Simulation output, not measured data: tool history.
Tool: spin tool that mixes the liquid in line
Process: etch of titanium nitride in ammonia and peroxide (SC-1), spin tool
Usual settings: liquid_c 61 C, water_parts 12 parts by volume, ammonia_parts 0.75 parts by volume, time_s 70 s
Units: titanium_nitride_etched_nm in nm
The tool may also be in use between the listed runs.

run	day	liquid_c	water_parts	ammonia_parts	time_s	read-back film thickness of the titanium nitride reference wafer, read on the same gauge (nm)	titanium_nitride_etched_nm
1	0	61	12	0.75	70	130.02	8.31
2	0.458	61	12	0.6	70	130.03	8
3	1.192	64.5	14	0.75	70	130	9.63
4	2.604	61	12	0.75	70	129.96	8.42
5	3.038	54.5	8	1.05	95	129.98	9.51
# day 3.742: gauge calibrated
6	3.775	55.5	12	0.9	70	130.04	5.99
7	4.15	61	12	1.05	85	129.95	10.73
8	4.562	61	12	0.75	70	130.06	8.38
9	4.938	65.5	12	0.75	70	130.02	11.2
10	5.292	55	15.5	1.05	95	129.95	7.05
11	5.771	61	15.5	0.85	50	130	5.31
12	6.125	61	12	0.75	70	130.05	8.41
13	6.821	61	12	0.75	70	129.98	8.39
14	7.229	61	12	0.75	70	130.02	8.44
15	7.583	61	12	0.75	70	129.98	8.46
16	7.938	61	14.5	0.75	50	130.03	5.39
17	8.254	69.5	16.5	0.75	70	130.01	12.16
18	8.85	61	6.5	0.5	45	130	6.86
19	9.554	61	12	0.75	105	130	12.74
20	9.858	61	12	0.75	70	129.97	8.48
21	10.292	70	12	1	70	129.99	15.69
22	10.896	54.5	8	1.05	95	130.01	9.66
23	11.292	67	7.5	0.85	60	129.94	13.77
24	11.638	61	12	0.75	70	129.97	8.5
25	12.358	54.5	12	0.5	70	129.99	5.12

Forecast each of these 3 alternatives for the next run:
A	12.375	61	12	0.75	70	?	?
B	12.375	67.5	16.5	1	55	?	?
C	12.375	70	12	0.6	100	?	?

run	read-back film thickness of the titanium nitride reference wafer, read on the same gauge (nm)	titanium_nitride_etched_nm
A	130.02	8.45
B	130.02	8.91
C	130.02	20.56
Without the tool's hidden state the same runs would have given:
run	titanium_nitride_etched_nm
A	8.28
B	8.74
C	20.15
